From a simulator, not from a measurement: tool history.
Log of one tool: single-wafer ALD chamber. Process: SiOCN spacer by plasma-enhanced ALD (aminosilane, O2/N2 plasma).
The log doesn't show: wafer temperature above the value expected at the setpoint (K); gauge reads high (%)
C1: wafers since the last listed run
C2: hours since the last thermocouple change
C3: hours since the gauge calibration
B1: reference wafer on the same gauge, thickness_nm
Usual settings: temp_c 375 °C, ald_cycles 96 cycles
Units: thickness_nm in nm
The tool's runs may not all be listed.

{"run": 1, "hour": 0.0, "temp_c": 381, "ald_cycles": 96, "C1": 0, "C2": 1633.4, "C3": 275.1, "B1": 4.515, "thickness_nm": 5.425}
{"run": 2, "hour": 36.9, "temp_c": 381, "ald_cycles": 96, "C1": 87, "C2": 1670.3, "C3": 312, "B1": 4.524, "thickness_nm": 5.435}
{"run": 3, "hour": 65.8, "temp_c": 381, "ald_cycles": 96, "C1": 68, "C2": 1699.2, "C3": 340.9, "B1": 4.534, "thickness_nm": 5.436}
{"run": 4, "hour": 78.2, "temp_c": 375, "ald_cycles": 96, "C1": 29, "C2": 1711.6, "C3": 353.3, "B1": 4.536, "thickness_nm": 5.48}
{"run": 5, "hour": 135.6, "temp_c": 375, "ald_cycles": 96, "C1": 135, "C2": 1769, "C3": 410.7, "B1": 4.557, "thickness_nm": 5.478}
{"run": 6, "hour": 153.9, "temp_c": 375, "ald_cycles": 100, "C1": 43, "C2": 1787.3, "C3": 429, "B1": 4.561, "thickness_nm": 5.711}
{"hour": 155.4, "done": "gauge calibrated"}
{"run": 7, "hour": 176.2, "temp_c": 375, "ald_cycles": 100, "C1": 52, "C2": 1809.6, "C3": 20.8, "B1": 4.473, "thickness_nm": 5.598}
{"run": 8, "hour": 188.5, "temp_c": 375, "ald_cycles": 100, "C1": 29, "C2": 1821.9, "C3": 33.1, "B1": 4.473, "thickness_nm": 5.611}
{"run": 9, "hour": 208.7, "temp_c": 370, "ald_cycles": 86, "C1": 47, "C2": 1842.1, "C3": 53.3, "B1": 4.475, "thickness_nm": 4.824}
{"run": 10, "hour": 239.2, "temp_c": 371, "ald_cycles": 114, "C1": 71, "C2": 1872.6, "C3": 83.8, "B1": 4.474, "thickness_nm": 6.381}
{"hour": 271.5, "done": "thermocouple changed; heater temperature recalibrated"}
{"run": 11, "hour": 275.2, "temp_c": 363, "ald_cycles": 106, "C1": 66, "C2": 3.7, "C3": 119.8, "B1": 4.478, "thickness_nm": 5.952}
{"run": 12, "hour": 291.8, "temp_c": 390, "ald_cycles": 96, "C1": 39, "C2": 20.3, "C3": 136.4, "B1": 4.481, "thickness_nm": 5.381}
{"run": 13, "hour": 320.5, "temp_c": 375, "ald_cycles": 96, "C1": 67, "C2": 49, "C3": 165.1, "B1": 4.483, "thickness_nm": 5.383}
{"run": 14, "hour": 335.9, "temp_c": 367, "ald_cycles": 102, "C1": 36, "C2": 64.4, "C3": 180.5, "B1": 4.488, "thickness_nm": 5.699}
{"run": 15, "hour": 361.3, "temp_c": 375, "ald_cycles": 96, "C1": 59, "C2": 89.8, "C3": 205.9, "B1": 4.492, "thickness_nm": 5.398}
{"run": 16, "hour": 393.7, "temp_c": 363, "ald_cycles": 113, "C1": 76, "C2": 122.2, "C3": 238.3, "B1": 4.499, "thickness_nm": 6.367}

5 ways to go on from here, each from the tool as it stands after run 16. What would each give?
{"run": "A", "hour": 394.3, "temp_c": 375, "ald_cycles": 77, "C1": 1, "C2": 122.8, "C3": 238.9, "B1": "?", "thickness_nm": "?"}
{"run": "B", "hour": 394.3, "temp_c": 385, "ald_cycles": 89, "C1": 1, "C2": 122.8, "C3": 238.9, "B1": "?", "thickness_nm": "?"}
{"run": "C", "hour": 394.3, "temp_c": 380, "ald_cycles": 96, "C1": 1, "C2": 122.8, "C3": 238.9, "B1": "?", "thickness_nm": "?"}
{"run": "D", "hour": 394.3, "temp_c": 386, "ald_cycles": 78, "C1": 1, "C2": 122.8, "C3": 238.9, "B1": "?", "thickness_nm": "?"}
{"run": "E", "hour": 394.3, "temp_c": 375, "ald_cycles": 103, "C1": 1, "C2": 122.8, "C3": 238.9, "B1": "?", "thickness_nm": "?"}

run=A B1=4.499 thickness_nm=4.323
run=B B1=4.499 thickness_nm=4.997
run=C B1=4.499 thickness_nm=5.39
run=D B1=4.499 thickness_nm=4.379
run=E B1=4.499 thickness_nm=5.783
Without the tool's hidden state the same runs would have given:
run=A thickness_nm=4.306
run=B thickness_nm=4.977
run=C thickness_nm=5.368
run=D thickness_nm=4.362
run=E thickness_nm=5.76
